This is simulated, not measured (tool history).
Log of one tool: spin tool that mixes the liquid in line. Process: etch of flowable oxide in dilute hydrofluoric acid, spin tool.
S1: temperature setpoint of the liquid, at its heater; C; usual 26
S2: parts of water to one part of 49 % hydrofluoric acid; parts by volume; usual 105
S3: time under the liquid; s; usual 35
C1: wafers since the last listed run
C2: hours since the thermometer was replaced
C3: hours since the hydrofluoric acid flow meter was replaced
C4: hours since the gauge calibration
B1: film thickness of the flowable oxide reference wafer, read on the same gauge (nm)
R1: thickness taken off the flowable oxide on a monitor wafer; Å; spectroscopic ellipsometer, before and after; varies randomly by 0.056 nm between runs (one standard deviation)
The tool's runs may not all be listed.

{"run": 1, "hour": 0.0, "S1": 26, "S2": 105, "S3": 35, "C1": 0, "C2": 2049.4, "C3": 61.7, "C4": 618.3, "B1": 129.97, "R1": 106.1}
{"run": 2, "hour": 26.4, "S1": 26, "S2": 105, "S3": 35, "C1": 372, "C2": 2075.8, "C3": 88.1, "C4": 644.7, "B1": 130, "R1": 105.4}
{"run": 3, "hour": 60.3, "S1": 26, "S2": 105, "S3": 35, "C1": 477, "C2": 2109.7, "C3": 122, "C4": 678.6, "B1": 130.01, "R1": 105.8}
{"run": 4, "hour": 92.6, "S1": 26, "S2": 105, "S3": 35, "C1": 455, "C2": 2142, "C3": 154.3, "C4": 710.9, "B1": 130, "R1": 106.1}
{"run": 5, "hour": 117.6, "S1": 26, "S2": 105, "S3": 35, "C1": 352, "C2": 2167, "C3": 179.3, "C4": 735.9, "B1": 129.98, "R1": 106.3}
{"hour": 122.9, "done": "thermometer replaced"}
{"run": 6, "hour": 131.4, "S1": 26, "S2": 105, "S3": 35, "C1": 180, "C2": 8.5, "C3": 193.1, "C4": 749.7, "B1": 130, "R1": 105.4}
{"run": 7, "hour": 152.2, "S1": 26, "S2": 105, "S3": 35, "C1": 293, "C2": 29.3, "C3": 213.9, "C4": 770.5, "B1": 129.98, "R1": 106.4}
{"run": 8, "hour": 174.1, "S1": 26, "S2": 105, "S3": 45, "C1": 308, "C2": 51.2, "C3": 235.8, "C4": 792.4, "B1": 129.98, "R1": 137.4}
{"run": 9, "hour": 189.1, "S1": 26, "S2": 105, "S3": 45, "C1": 211, "C2": 66.2, "C3": 250.8, "C4": 807.4, "B1": 130.01, "R1": 137.4}
{"run": 10, "hour": 224.9, "S1": 26, "S2": 105, "S3": 35, "C1": 504, "C2": 102, "C3": 286.6, "C4": 843.2, "B1": 130, "R1": 107.4}
{"run": 11, "hour": 237.3, "S1": 26, "S2": 105, "S3": 35, "C1": 174, "C2": 114.4, "C3": 299, "C4": 855.6, "B1": 130, "R1": 106.3}
{"run": 12, "hour": 253.6, "S1": 26, "S2": 105, "S3": 35, "C1": 229, "C2": 130.7, "C3": 315.3, "C4": 871.9, "B1": 129.99, "R1": 107}
{"run": 13, "hour": 279.8, "S1": 30, "S2": 65, "S3": 25, "C1": 369, "C2": 156.9, "C3": 341.5, "C4": 898.1, "B1": 129.99, "R1": 152}
{"run": 14, "hour": 297.7, "S1": 26, "S2": 155, "S3": 20, "C1": 252, "C2": 174.8, "C3": 359.4, "C4": 916, "B1": 129.98, "R1": 39.2}
{"run": 15, "hour": 312.5, "S1": 26, "S2": 155, "S3": 50, "C1": 208, "C2": 189.6, "C3": 374.2, "C4": 930.8, "B1": 130.01, "R1": 97.6}
{"run": 16, "hour": 335.1, "S1": 21.5, "S2": 135, "S3": 35, "C1": 318, "C2": 212.2, "C3": 396.8, "C4": 953.4, "B1": 129.99, "R1": 67.7}
{"run": 17, "hour": 359.9, "S1": 30, "S2": 90, "S3": 55, "C1": 349, "C2": 237, "C3": 421.6, "C4": 978.2, "B1": 129.96, "R1": 235.6}
{"hour": 385.6, "done": "hydrofluoric acid flow meter replaced"}
{"run": 18, "hour": 389.0, "S1": 26, "S2": 85, "S3": 40, "C1": 396, "C2": 266.1, "C3": 3.4, "C4": 1007.3, "B1": 130.02, "R1": 157.6}
{"run": 19, "hour": 418.6, "S1": 26, "S2": 105, "S3": 35, "C1": 417, "C2": 295.7, "C3": 33, "C4": 1036.9, "B1": 129.98, "R1": 109.7}

Run 20 has not been measured yet. What should we expect?
{"run": 20, "hour": 443.4, "S1": 26, "S2": 55, "S3": 35, "C1": 349, "C2": 320.5, "C3": 57.8, "C4": 1061.7, "B1": "?", "R1": "?"}

{"run 20": {"B1": 129.99, "R1": 221.8}}
With the hidden condition absent and the run-to-run variation left alone, this run would have shown R1 212.4 Å.

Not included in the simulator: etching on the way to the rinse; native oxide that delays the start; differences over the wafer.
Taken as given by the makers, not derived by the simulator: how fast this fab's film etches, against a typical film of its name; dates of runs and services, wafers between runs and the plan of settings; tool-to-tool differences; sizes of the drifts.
